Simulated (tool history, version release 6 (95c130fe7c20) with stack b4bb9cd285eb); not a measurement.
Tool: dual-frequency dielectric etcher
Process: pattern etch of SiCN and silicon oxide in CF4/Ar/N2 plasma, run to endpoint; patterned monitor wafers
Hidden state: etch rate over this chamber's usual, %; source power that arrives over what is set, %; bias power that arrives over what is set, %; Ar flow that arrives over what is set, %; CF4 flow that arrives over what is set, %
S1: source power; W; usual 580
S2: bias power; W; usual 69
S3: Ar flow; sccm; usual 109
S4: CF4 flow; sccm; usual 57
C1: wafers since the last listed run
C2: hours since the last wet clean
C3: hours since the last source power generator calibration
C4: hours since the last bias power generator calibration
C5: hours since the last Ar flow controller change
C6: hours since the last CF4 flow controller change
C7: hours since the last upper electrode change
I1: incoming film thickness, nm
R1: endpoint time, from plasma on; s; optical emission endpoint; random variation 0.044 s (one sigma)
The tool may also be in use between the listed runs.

{"run": 1, "day": 0.0, "S1": 580, "S2": 69, "S3": 109, "S4": 57, "C1": 0, "C2": 167.5, "C3": 3686.7, "C4": 3584, "C5": 1685.2, "C6": 3845, "C7": 3811.9, "I1": 15.07, "R1": 14.2}
{"run": 2, "day": 1.096, "S1": 580, "S2": 69, "S3": 109, "S4": 57, "C1": 373, "C2": 193.8, "C3": 3713, "C4": 3610.3, "C5": 1711.5, "C6": 3871.3, "C7": 3838.2, "I1": 15, "R1": 14.1}
{"run": 3, "day": 1.688, "S1": 580, "S2": 69, "S3": 109, "S4": 57, "C1": 201, "C2": 208, "C3": 3727.2, "C4": 3624.5, "C5": 1725.7, "C6": 3885.5, "C7": 3852.4, "I1": 14.99, "R1": 14.1}
{"run": 4, "day": 3.162, "S1": 580, "S2": 69, "S3": 109, "S4": 57, "C1": 502, "C2": 243.4, "C3": 3762.6, "C4": 3659.9, "C5": 1761.1, "C6": 3920.9, "C7": 3887.8, "I1": 14.91, "R1": 14.1}
{"run": 5, "day": 4.638, "S1": 680, "S2": 59, "S3": 109, "S4": 57, "C1": 502, "C2": 278.8, "C3": 3798, "C4": 3695.3, "C5": 1796.5, "C6": 3956.3, "C7": 3923.2, "I1": 15.15, "R1": 13.1}
{"run": 6, "day": 5.783, "S1": 680, "S2": 59, "S3": 109, "S4": 57, "C1": 390, "C2": 306.3, "C3": 3825.5, "C4": 3722.8, "C5": 1824, "C6": 3983.8, "C7": 3950.7, "I1": 14.98, "R1": 13}
{"run": 7, "day": 9.45, "S1": 580, "S2": 69, "S3": 109, "S4": 57, "C1": 1250, "C2": 394.3, "C3": 3913.5, "C4": 3810.8, "C5": 1912, "C6": 4071.8, "C7": 4038.7, "I1": 14.97, "R1": 14.2}
{"day": 12.9, "done": "Ar flow controller replaced"}
{"run": 8, "day": 13.717, "S1": 580, "S2": 69, "S3": 119, "S4": 57, "C1": 1369, "C2": 496.7, "C3": 4015.9, "C4": 3913.2, "C5": 19.6, "C6": 4174.2, "C7": 4141.1, "I1": 14.8, "R1": 14.1}
{"run": 9, "day": 14.471, "S1": 580, "S2": 69, "S3": 109, "S4": 57, "C1": 257, "C2": 514.8, "C3": 4034, "C4": 3931.3, "C5": 37.7, "C6": 4192.3, "C7": 4159.2, "I1": 15.1, "R1": 14.3}
{"day": 15.717, "done": "wet clean of the chamber"}
{"day": 17.379, "done": "upper electrode replaced"}
{"run": 10, "day": 18.229, "S1": 450, "S2": 52, "S3": 92, "S4": 53, "C1": 599, "C2": 60.3, "C3": 4124.2, "C4": 4021.5, "C5": 127.9, "C6": 4282.5, "C7": 20.4, "I1": 14.82, "R1": 19.8}
{"day": 19.321, "done": "CF4 flow controller replaced"}
{"run": 11, "day": 19.342, "S1": 580, "S2": 69, "S3": 109, "S4": 57, "C1": 294, "C2": 87, "C3": 4150.9, "C4": 4048.2, "C5": 154.6, "C6": 0.5, "C7": 47.1, "I1": 14.93, "R1": 14}
{"run": 12, "day": 23.633, "S1": 580, "S2": 69, "S3": 109, "S4": 57, "C1": 1463, "C2": 190, "C3": 4253.9, "C4": 4151.2, "C5": 257.6, "C6": 103.5, "C7": 150.1, "I1": 15.13, "R1": 14.2}
{"run": 13, "day": 24.242, "S1": 580, "S2": 54, "S3": 121, "S4": 70, "C1": 207, "C2": 204.6, "C3": 4268.5, "C4": 4165.8, "C5": 272.2, "C6": 118.1, "C7": 164.7, "I1": 14.9, "R1": 15.3}
{"run": 14, "day": 25.362, "S1": 580, "S2": 69, "S3": 94, "S4": 57, "C1": 382, "C2": 231.5, "C3": 4295.4, "C4": 4192.7, "C5": 299.1, "C6": 145, "C7": 191.6, "I1": 15.23, "R1": 14.1}
{"day": 25.838, "done": "bias power generator calibrated"}
{"day": 25.892, "done": "source power generator calibrated"}
{"run": 15, "day": 26.108, "S1": 580, "S2": 63, "S3": 100, "S4": 57, "C1": 178, "C2": 249.4, "C3": 5.2, "C4": 6.5, "C5": 317, "C6": 162.9, "C7": 209.5, "I1": 14.95, "R1": 15.3}
{"run": 16, "day": 26.758, "S1": 580, "S2": 69, "S3": 109, "S4": 57, "C1": 221, "C2": 265, "C3": 20.8, "C4": 22.1, "C5": 332.6, "C6": 178.5, "C7": 225.1, "I1": 14.98, "R1": 14.7}
{"run": 17, "day": 27.875, "S1": 580, "S2": 69, "S3": 109, "S4": 57, "C1": 380, "C2": 291.8, "C3": 47.6, "C4": 48.9, "C5": 359.4, "C6": 205.3, "C7": 251.9, "I1": 14.75, "R1": 14.6}
{"run": 18, "day": 28.958, "S1": 580, "S2": 69, "S3": 109, "S4": 57, "C1": 369, "C2": 317.8, "C3": 73.6, "C4": 74.9, "C5": 385.4, "C6": 231.3, "C7": 277.9, "I1": 15.21, "R1": 15.1}
{"run": 19, "day": 29.854, "S1": 580, "S2": 79, "S3": 109, "S4": 68, "C1": 305, "C2": 339.3, "C3": 95.1, "C4": 96.4, "C5": 406.9, "C6": 252.8, "C7": 299.4, "I1": 14.93, "R1": 13.6}
{"run": 20, "day": 30.725, "S1": 580, "S2": 83, "S3": 109, "S4": 46, "C1": 296, "C2": 360.2, "C3": 116, "C4": 117.3, "C5": 427.8, "C6": 273.7, "C7": 320.3, "I1": 15.07, "R1": 14.2}
{"run": 21, "day": 31.783, "S1": 580, "S2": 69, "S3": 109, "S4": 57, "C1": 360, "C2": 385.6, "C3": 141.4, "C4": 142.7, "C5": 453.2, "C6": 299.1, "C7": 345.7, "I1": 14.96, "R1": 14.8}
{"run": 22, "day": 32.988, "S1": 580, "S2": 69, "S3": 109, "S4": 61, "C1": 410, "C2": 414.5, "C3": 170.3, "C4": 171.6, "C5": 482.1, "C6": 328, "C7": 374.6, "I1": 15, "R1": 14.7}
{"run": 23, "day": 33.533, "S1": 580, "S2": 69, "S3": 98, "S4": 57, "C1": 186, "C2": 427.6, "C3": 183.4, "C4": 184.7, "C5": 495.2, "C6": 341.1, "C7": 387.7, "I1": 15.07, "R1": 14.7}
{"run": 24, "day": 34.704, "S1": 580, "S2": 69, "S3": 91, "S4": 48, "C1": 399, "C2": 455.7, "C3": 211.5, "C4": 212.8, "C5": 523.3, "C6": 369.2, "C7": 415.8, "I1": 15.05, "R1": 15}

4 ways to go on from here, each from the tool as it stands after run 24. What would each give?
{"run": "A", "day": 34.721, "S1": 640, "S2": 69, "S3": 109, "S4": 57, "C1": 5, "C2": 456.1, "C3": 211.9, "C4": 213.2, "C5": 523.7, "C6": 369.6, "C7": 416.2, "I1": 15.09, "R1": "?"}
{"run": "B", "day": 34.721, "S1": 500, "S2": 53, "S3": 135, "S4": 66, "C1": 5, "C2": 456.1, "C3": 211.9, "C4": 213.2, "C5": 523.7, "C6": 369.6, "C7": 416.2, "I1": 15.09, "R1": "?"}
{"run": "C", "day": 34.721, "S1": 580, "S2": 69, "S3": 120, "S4": 57, "C1": 5, "C2": 456.1, "C3": 211.9, "C4": 213.2, "C5": 523.7, "C6": 369.6, "C7": 416.2, "I1": 15.09, "R1": "?"}
{"run": "D", "day": 34.721, "S1": 630, "S2": 61, "S3": 109, "S4": 57, "C1": 5, "C2": 456.1, "C3": 211.9, "C4": 213.2, "C5": 523.7, "C6": 369.6, "C7": 416.2, "I1": 15.09, "R1": "?"}

run=A R1=13.6
run=B R1=19.3
run=C R1=15.1
run=D R1=14.6
Without the tool's hidden state the same runs would have given:
run=A R1=13.6
run=B R1=19.3
run=C R1=15.1
run=D R1=14.5

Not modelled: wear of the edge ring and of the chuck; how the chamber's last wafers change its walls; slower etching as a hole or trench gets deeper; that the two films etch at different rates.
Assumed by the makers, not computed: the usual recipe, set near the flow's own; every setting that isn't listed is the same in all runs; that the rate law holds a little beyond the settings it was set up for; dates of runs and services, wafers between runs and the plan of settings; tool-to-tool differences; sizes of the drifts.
